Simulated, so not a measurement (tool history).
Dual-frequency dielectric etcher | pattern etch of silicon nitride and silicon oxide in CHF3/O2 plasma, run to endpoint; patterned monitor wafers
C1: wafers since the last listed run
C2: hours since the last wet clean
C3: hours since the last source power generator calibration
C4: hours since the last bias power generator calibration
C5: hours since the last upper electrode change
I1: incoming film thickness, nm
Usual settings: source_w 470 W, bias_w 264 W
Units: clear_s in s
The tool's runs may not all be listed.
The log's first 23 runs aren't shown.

run 24 day=21.371 | source_w=540 bias_w=317 | C1=76 C2=105.5 C3=383.5 C4=162.1 C5=414.1 | I1=186.8 | clear_s=105
run 25 day=22.104 | source_w=470 bias_w=264 | C1=104 C2=123.1 C3=401.1 C4=179.7 C5=431.7 | I1=185.9 | clear_s=121.8
run 26 day=23.304 | source_w=470 bias_w=264 | C1=171 C2=151.9 C3=429.9 C4=208.5 C5=460.5 | I1=185.5 | clear_s=120.9
run 27 day=24.662 | source_w=560 bias_w=323 | C1=193 C2=184.5 C3=462.5 C4=241.1 C5=493.1 | I1=185.4 | clear_s=102.6
run 28 day=25.779 | source_w=470 bias_w=264 | C1=159 C2=211.3 C3=489.3 C4=267.9 C5=519.9 | I1=186.8 | clear_s=121.3
run 29 day=26.525 | source_w=470 bias_w=288 | C1=106 C2=229.2 C3=507.2 C4=285.8 C5=537.8 | I1=187.5 | clear_s=118.4
run 30 day=28.746 | source_w=470 bias_w=264 | C1=316 C2=282.5 C3=560.5 C4=339.1 C5=591.1 | I1=187.5 | clear_s=121.4
run 31 day=29.833 | source_w=470 bias_w=264 | C1=155 C2=308.6 C3=586.6 C4=365.2 C5=617.2 | I1=186.8 | clear_s=122.5
run 32 day=31.138 | source_w=470 bias_w=233 | C1=186 C2=339.9 C3=617.9 C4=396.5 C5=648.5 | I1=186.5 | clear_s=127.3
run 33 day=32.017 | source_w=420 bias_w=294 | C1=125 C2=361 C3=639 C4=417.6 C5=669.6 | I1=187.7 | clear_s=128.2
run 34 day=32.921 | source_w=510 bias_w=216 | C1=128 C2=382.7 C3=660.7 C4=439.3 C5=691.3 | I1=185.1 | clear_s=124.7
run 35 day=34.354 | source_w=510 bias_w=289 | C1=204 C2=417.1 C3=695.1 C4=473.7 C5=725.7 | I1=185.5 | clear_s=115.4

Forecast each of these 4 alternatives for the next run:
run A day=34.375 | source_w=470 bias_w=264 | C1=2 C2=417.6 C3=695.6 C4=474.2 C5=726.2 | I1=184.1 | clear_s=?
run B day=34.375 | source_w=420 bias_w=264 | C1=2 C2=417.6 C3=695.6 C4=474.2 C5=726.2 | I1=184.1 | clear_s=?
run C day=34.375 | source_w=560 bias_w=304 | C1=2 C2=417.6 C3=695.6 C4=474.2 C5=726.2 | I1=184.1 | clear_s=?
run D day=34.375 | source_w=560 bias_w=286 | C1=2 C2=417.6 C3=695.6 C4=474.2 C5=726.2 | I1=184.1 | clear_s=?

run=A clear_s=120.6
run=B clear_s=128.6
run=C clear_s=104.8
run=D clear_s=107
Without the tool's hidden state the same runs would have given:
run=A clear_s=115.6
run=B clear_s=123.2
run=C clear_s=100.5
run=D clear_s=102.6

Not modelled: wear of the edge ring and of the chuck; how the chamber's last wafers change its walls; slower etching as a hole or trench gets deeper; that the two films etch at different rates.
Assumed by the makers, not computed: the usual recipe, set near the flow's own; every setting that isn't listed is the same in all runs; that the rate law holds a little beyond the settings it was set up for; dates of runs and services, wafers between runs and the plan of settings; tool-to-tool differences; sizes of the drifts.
